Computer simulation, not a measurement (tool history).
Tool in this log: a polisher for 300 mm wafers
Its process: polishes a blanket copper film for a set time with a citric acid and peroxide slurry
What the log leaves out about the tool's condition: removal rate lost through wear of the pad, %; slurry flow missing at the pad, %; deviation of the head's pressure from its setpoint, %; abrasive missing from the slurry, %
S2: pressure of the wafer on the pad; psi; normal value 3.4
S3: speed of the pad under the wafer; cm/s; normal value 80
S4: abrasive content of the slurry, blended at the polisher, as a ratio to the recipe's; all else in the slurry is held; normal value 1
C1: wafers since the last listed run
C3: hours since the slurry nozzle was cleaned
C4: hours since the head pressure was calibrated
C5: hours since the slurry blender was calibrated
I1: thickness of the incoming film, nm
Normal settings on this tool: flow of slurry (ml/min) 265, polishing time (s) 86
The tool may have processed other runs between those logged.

{"run": 1, "hour": 0.0, "flow of slurry (ml/min)": 195, "S2": 3.4, "S3": 86, "S4": 1, "polishing time (s)": 86, "C1": 0, "wafers polished on this pad": 104, "C3": 46.8, "C4": 573.6, "C5": 23.9, "I1": 1044.2, "film removed (angstrom)": 1847}
{"run": 2, "hour": 25.0, "flow of slurry (ml/min)": 195, "S2": 3.4, "S3": 86, "S4": 1, "polishing time (s)": 86, "C1": 140, "wafers polished on this pad": 244, "C3": 71.8, "C4": 598.6, "C5": 48.9, "I1": 1033.9, "film removed (angstrom)": 1857}
{"run": 3, "hour": 45.1, "flow of slurry (ml/min)": 195, "S2": 3.4, "S3": 86, "S4": 1, "polishing time (s)": 86, "C1": 112, "wafers polished on this pad": 357, "C3": 91.9, "C4": 618.7, "C5": 69, "I1": 1051.7, "film removed (angstrom)": 1817}
{"run": 4, "hour": 72.9, "flow of slurry (ml/min)": 265, "S2": 4.2, "S3": 80, "S4": 1, "polishing time (s)": 86, "C1": 156, "wafers polished on this pad": 513, "C3": 119.7, "C4": 646.5, "C5": 96.8, "I1": 1033.7, "film removed (angstrom)": 2195}
{"run": 5, "hour": 92.9, "flow of slurry (ml/min)": 265, "S2": 4.2, "S3": 80, "S4": 1, "polishing time (s)": 86, "C1": 112, "wafers polished on this pad": 626, "C3": 139.7, "C4": 666.5, "C5": 116.8, "I1": 1049.3, "film removed (angstrom)": 2292}
{"run": 6, "hour": 120.6, "flow of slurry (ml/min)": 265, "S2": 4.2, "S3": 80, "S4": 1, "polishing time (s)": 86, "C1": 155, "wafers polished on this pad": 781, "C3": 167.4, "C4": 694.2, "C5": 144.5, "I1": 1025.5, "film removed (angstrom)": 2224}
{"run": 7, "hour": 135.6, "flow of slurry (ml/min)": 265, "S2": 3.4, "S3": 80, "S4": 1, "polishing time (s)": 86, "C1": 84, "wafers polished on this pad": 866, "C3": 182.4, "C4": 709.2, "C5": 159.5, "I1": 1031.6, "film removed (angstrom)": 1845}
{"hour": 151.3, "done": "slurry blender recalibrated"}
{"hour": 153.8, "done": "worn pad replaced by a new one"}
{"hour": 160.2, "done": "head pressure recalibrated"}
{"run": 8, "hour": 161.9, "flow of slurry (ml/min)": 265, "S2": 3.4, "S3": 80, "S4": 1, "polishing time (s)": 86, "C1": 111, "wafers polished on this pad": 34, "C3": 208.7, "C4": 1.7, "C5": 10.6, "I1": 1057.3, "film removed (angstrom)": 1778}
{"run": 9, "hour": 184.8, "flow of slurry (ml/min)": 330, "S2": 3.4, "S3": 80, "S4": 1, "polishing time (s)": 86, "C1": 128, "wafers polished on this pad": 162, "C3": 231.6, "C4": 24.6, "C5": 33.5, "I1": 1055.3, "film removed (angstrom)": 1845}
{"run": 10, "hour": 217.4, "flow of slurry (ml/min)": 330, "S2": 3.4, "S3": 80, "S4": 1, "polishing time (s)": 86, "C1": 183, "wafers polished on this pad": 345, "C3": 264.2, "C4": 57.2, "C5": 66.1, "I1": 1043, "film removed (angstrom)": 1897}
{"run": 11, "hour": 249.2, "flow of slurry (ml/min)": 265, "S2": 3.4, "S3": 80, "S4": 1, "polishing time (s)": 86, "C1": 178, "wafers polished on this pad": 524, "C3": 296, "C4": 89, "C5": 97.9, "I1": 1026.3, "film removed (angstrom)": 1813}
{"run": 12, "hour": 278.5, "flow of slurry (ml/min)": 265, "S2": 3.4, "S3": 80, "S4": 1, "polishing time (s)": 86, "C1": 164, "wafers polished on this pad": 689, "C3": 325.3, "C4": 118.3, "C5": 127.2, "I1": 1020.5, "film removed (angstrom)": 1798}
{"run": 13, "hour": 306.0, "flow of slurry (ml/min)": 265, "S2": 3.4, "S3": 80, "S4": 0.9, "polishing time (s)": 112, "C1": 154, "wafers polished on this pad": 843, "C3": 352.8, "C4": 145.8, "C5": 154.7, "I1": 1041.8, "film removed (angstrom)": 2305}
{"hour": 317.9, "done": "worn pad replaced by a new one"}
{"run": 14, "hour": 318.2, "flow of slurry (ml/min)": 320, "S2": 4.1, "S3": 80, "S4": 1, "polishing time (s)": 86, "C1": 46, "wafers polished on this pad": 1, "C3": 365, "C4": 158, "C5": 166.9, "I1": 1060.9, "film removed (angstrom)": 2239}
{"run": 15, "hour": 331.3, "flow of slurry (ml/min)": 265, "S2": 3.4, "S3": 80, "S4": 1, "polishing time (s)": 86, "C1": 73, "wafers polished on this pad": 75, "C3": 378.1, "C4": 171.1, "C5": 180, "I1": 1024.8, "film removed (angstrom)": 1820}
{"hour": 348.4, "done": "slurry blender recalibrated"}
{"hour": 364.2, "done": "slurry nozzle cleaned"}
{"run": 16, "hour": 364.7, "flow of slurry (ml/min)": 205, "S2": 3.4, "S3": 104, "S4": 0.8, "polishing time (s)": 98, "C1": 170, "wafers polished on this pad": 246, "C3": 0.5, "C4": 204.5, "C5": 16.3, "I1": 1057.2, "film removed (angstrom)": 2371}
{"run": 17, "hour": 393.0, "flow of slurry (ml/min)": 265, "S2": 4, "S3": 80, "S4": 1, "polishing time (s)": 86, "C1": 158, "wafers polished on this pad": 405, "C3": 28.8, "C4": 232.8, "C5": 44.6, "I1": 1032.4, "film removed (angstrom)": 2131}
{"run": 18, "hour": 428.3, "flow of slurry (ml/min)": 265, "S2": 4.2, "S3": 80, "S4": 1, "polishing time (s)": 71, "C1": 198, "wafers polished on this pad": 603, "C3": 64.1, "C4": 268.1, "C5": 79.9, "I1": 1045.6, "film removed (angstrom)": 1850}
{"run": 19, "hour": 455.7, "flow of slurry (ml/min)": 265, "S2": 4.3, "S3": 96, "S4": 1, "polishing time (s)": 86, "C1": 153, "wafers polished on this pad": 757, "C3": 91.5, "C4": 295.5, "C5": 107.3, "I1": 1049.4, "film removed (angstrom)": 2661}
{"run": 20, "hour": 468.9, "flow of slurry (ml/min)": 265, "S2": 3.4, "S3": 80, "S4": 1, "polishing time (s)": 86, "C1": 74, "wafers polished on this pad": 831, "C3": 104.7, "C4": 308.7, "C5": 120.5, "I1": 1033.8, "film removed (angstrom)": 1841}
{"hour": 482.0, "done": "worn pad replaced by a new one"}
{"run": 21, "hour": 489.0, "flow of slurry (ml/min)": 195, "S2": 2.9, "S3": 80, "S4": 0.8, "polishing time (s)": 94, "C1": 90, "wafers polished on this pad": 39, "C3": 124.8, "C4": 328.8, "C5": 140.6, "I1": 1033.1, "film removed (angstrom)": 1547}
{"run": 22, "hour": 513.0, "flow of slurry (ml/min)": 300, "S2": 3.4, "S3": 56, "S4": 1, "polishing time (s)": 86, "C1": 134, "wafers polished on this pad": 174, "C3": 148.8, "C4": 352.8, "C5": 164.6, "I1": 1053.9, "film removed (angstrom)": 1420}
{"run": 23, "hour": 527.8, "flow of slurry (ml/min)": 265, "S2": 3.4, "S3": 100, "S4": 1, "polishing time (s)": 103, "C1": 83, "wafers polished on this pad": 257, "C3": 163.6, "C4": 367.6, "C5": 179.4, "I1": 1028.4, "film removed (angstrom)": 2590}

What the log doesn't show, run by run:
removal rate lost through wear of the pad, %: 0, the same for each run
slurry flow missing at the pad, %: 0, the same for each run
deviation of the head's pressure from its setpoint, %: 0, the same for each run
abrasive missing from the slurry, %: 0, the same for each run
